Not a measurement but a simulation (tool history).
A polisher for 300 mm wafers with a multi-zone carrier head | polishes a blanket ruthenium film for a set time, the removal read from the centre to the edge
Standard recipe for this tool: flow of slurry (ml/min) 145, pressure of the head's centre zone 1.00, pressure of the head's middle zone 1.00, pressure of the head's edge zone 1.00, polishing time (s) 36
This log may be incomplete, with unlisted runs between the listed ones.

| run | hour | flow of slurry (ml/min) | pressure of the head's centre zone | pressure of the head's middle zone | pressure of the head's edge zone | polishing time (s) | wafers since the last listed run | wafers polished on this pad | hours since the slurry nozzle was cleaned | hours since the centre zone pressure was calibrated | hours since the edge zone pressure was calibrated | hours since the carrier head's membrane was replaced | incoming thickness of the incoming film, nm | film removed at the wafer's centre (angstrom) | film removed at mid-radius (angstrom) | film removed at the wafer's edge (angstrom) |
|---|---|---|---|---|---|---|---|---|---|---|---|---|---|---|---|---|
| 1 | 0.0 | 145 | 1.00 | 1.00 | 1.00 | 36 | 0 | 2517 | 451.4 | 1422.5 | 150.0 | 1208.8 | 600.5 | 609 | 512 | 517 |
|  | 9.0 | worn pad replaced by a new one |
| 2 | 31.8 | 175 | 1.00 | 1.00 | 1.00 | 30 | 448 | 367 | 483.2 | 1454.3 | 181.8 | 1240.6 | 604.2 | 517 | 472 | 437 |
| 3 | 64.9 | 175 | 1.00 | 1.00 | 1.00 | 30 | 534 | 902 | 516.3 | 1487.4 | 214.9 | 1273.7 | 591.4 | 517 | 447 | 439 |
|  | 77.2 | slurry nozzle cleaned |
| 4 | 90.8 | 175 | 1.00 | 1.00 | 1.00 | 30 | 401 | 1303 | 13.6 | 1513.3 | 240.8 | 1299.6 | 602.1 | 530 | 455 | 441 |
|  | 108.1 | centre zone pressure recalibrated |
| 5 | 131.8 | 145 | 1.00 | 1.00 | 1.04 | 36 | 629 | 1933 | 54.6 | 23.7 | 281.8 | 1340.6 | 601.7 | 529 | 525 | 525 |
|  | 146.7 | worn pad replaced by a new one |
| 6 | 151.5 | 145 | 1.00 | 1.00 | 1.04 | 36 | 253 | 76 | 74.3 | 43.4 | 301.5 | 1360.3 | 599.6 | 548 | 530 | 523 |
| 7 | 176.8 | 145 | 1.00 | 1.00 | 1.04 | 36 | 408 | 485 | 99.6 | 68.7 | 326.8 | 1385.6 | 592.6 | 531 | 527 | 521 |
| 8 | 202.2 | 145 | 1.00 | 1.07 | 1.00 | 36 | 409 | 895 | 125.0 | 94.1 | 352.2 | 1411.0 | 611.7 | 540 | 560 | 513 |
| 9 | 233.3 | 145 | 1.00 | 1.00 | 1.00 | 36 | 502 | 1397 | 156.1 | 125.2 | 383.3 | 1442.1 | 597.5 | 539 | 513 | 516 |
|  | 245.6 | edge zone pressure recalibrated |
| 10 | 248.8 | 175 | 1.00 | 1.00 | 1.00 | 30 | 217 | 1615 | 171.6 | 140.7 | 3.2 | 1457.6 | 605.9 | 455 | 458 | 439 |
|  | 262.6 | carrier head's membrane replaced by a new one |
| 11 | 267.4 | 195 | 1.00 | 0.95 | 1.03 | 41 | 219 | 1834 | 190.2 | 159.3 | 21.8 | 4.8 | 605.8 | 647 | 597 | 624 |
| 12 | 284.9 | 145 | 1.00 | 1.00 | 1.00 | 36 | 282 | 2117 | 207.7 | 176.8 | 39.3 | 22.3 | 590.8 | 537 | 546 | 519 |
|  | 301.4 | worn pad replaced by a new one |
| 13 | 354.2 | 145 | 1.00 | 1.00 | 1.00 | 36 | 1054 | 851 | 277.0 | 246.1 | 108.6 | 91.6 | 599.8 | 544 | 518 | 508 |
| 14 | 372.4 | 100 | 1.04 | 1.00 | 1.00 | 27 | 293 | 1145 | 295.2 | 264.3 | 126.8 | 109.8 | 599.3 | 382 | 350 | 366 |
| 15 | 388.2 | 175 | 1.00 | 0.95 | 1.09 | 31 | 255 | 1400 | 311.0 | 280.1 | 142.6 | 125.6 | 596.0 | 468 | 451 | 461 |
| 16 | 411.5 | 105 | 0.92 | 1.00 | 0.96 | 27 | 376 | 1776 | 334.3 | 303.4 | 165.9 | 148.9 | 605.6 | 347 | 368 | 363 |
| 17 | 431.8 | 145 | 0.95 | 0.94 | 1.07 | 25 | 327 | 2104 | 354.6 | 323.7 | 186.2 | 169.2 | 606.6 | 350 | 348 | 363 |
| 18 | 453.7 | 145 | 1.00 | 1.00 | 1.00 | 36 | 353 | 2457 | 376.5 | 345.6 | 208.1 | 191.1 | 595.8 | 541 | 524 | 526 |
|  | 466.6 | worn pad replaced by a new one |
| 19 | 469.2 | 145 | 1.00 | 1.00 | 1.00 | 36 | 185 | 41 | 392.0 | 361.1 | 223.6 | 206.6 | 587.1 | 555 | 541 | 521 |
| 20 | 483.0 | 145 | 1.00 | 1.11 | 1.00 | 36 | 222 | 264 | 405.8 | 374.9 | 237.4 | 220.4 | 594.6 | 541 | 574 | 518 |
| 21 | 500.5 | 160 | 0.89 | 1.08 | 1.00 | 36 | 282 | 546 | 423.3 | 392.4 | 254.9 | 237.9 | 594.1 | 497 | 574 | 524 |
| 22 | 532.9 | 145 | 1.00 | 1.00 | 1.00 | 28 | 522 | 1069 | 455.7 | 424.8 | 287.3 | 270.3 | 607.9 | 417 | 406 | 401 |

Below are 4 alternative next runs, each starting from the tool's condition after run 22. Predict each:
| A | 533.3 | 145 | 1.00 | 1.00 | 1.00 | 36 | 6 | 1075 | 456.1 | 425.2 | 287.7 | 270.7 | 598.7 | ? | ? | ? |
| B | 533.3 | 190 | 1.00 | 1.00 | 1.00 | 36 | 6 | 1075 | 456.1 | 425.2 | 287.7 | 270.7 | 598.7 | ? | ? | ? |
| C | 533.3 | 190 | 1.00 | 1.11 | 1.10 | 36 | 6 | 1075 | 456.1 | 425.2 | 287.7 | 270.7 | 598.7 | ? | ? | ? |
| D | 533.3 | 190 | 1.00 | 0.94 | 1.00 | 31 | 6 | 1075 | 456.1 | 425.2 | 287.7 | 270.7 | 598.7 | ? | ? | ? |

| run | film removed at the wafer's centre (angstrom) | film removed at mid-radius (angstrom) | film removed at the wafer's edge (angstrom) |
|---|---|---|---|
| A | 538 | 531 | 520 |
| B | 569 | 558 | 539 |
| C | 569 | 610 | 552 |
| D | 490 | 456 | 464 |
Take away the tool's hidden state, keep each run's random variation, and the runs would have read:
| run | film removed at the wafer's centre (angstrom) | film removed at mid-radius (angstrom) | film removed at the wafer's edge (angstrom) |
|---|---|---|---|
| A | 521 | 531 | 520 |
| B | 551 | 558 | 539 |
| C | 551 | 610 | 552 |
| D | 474 | 457 | 464 |

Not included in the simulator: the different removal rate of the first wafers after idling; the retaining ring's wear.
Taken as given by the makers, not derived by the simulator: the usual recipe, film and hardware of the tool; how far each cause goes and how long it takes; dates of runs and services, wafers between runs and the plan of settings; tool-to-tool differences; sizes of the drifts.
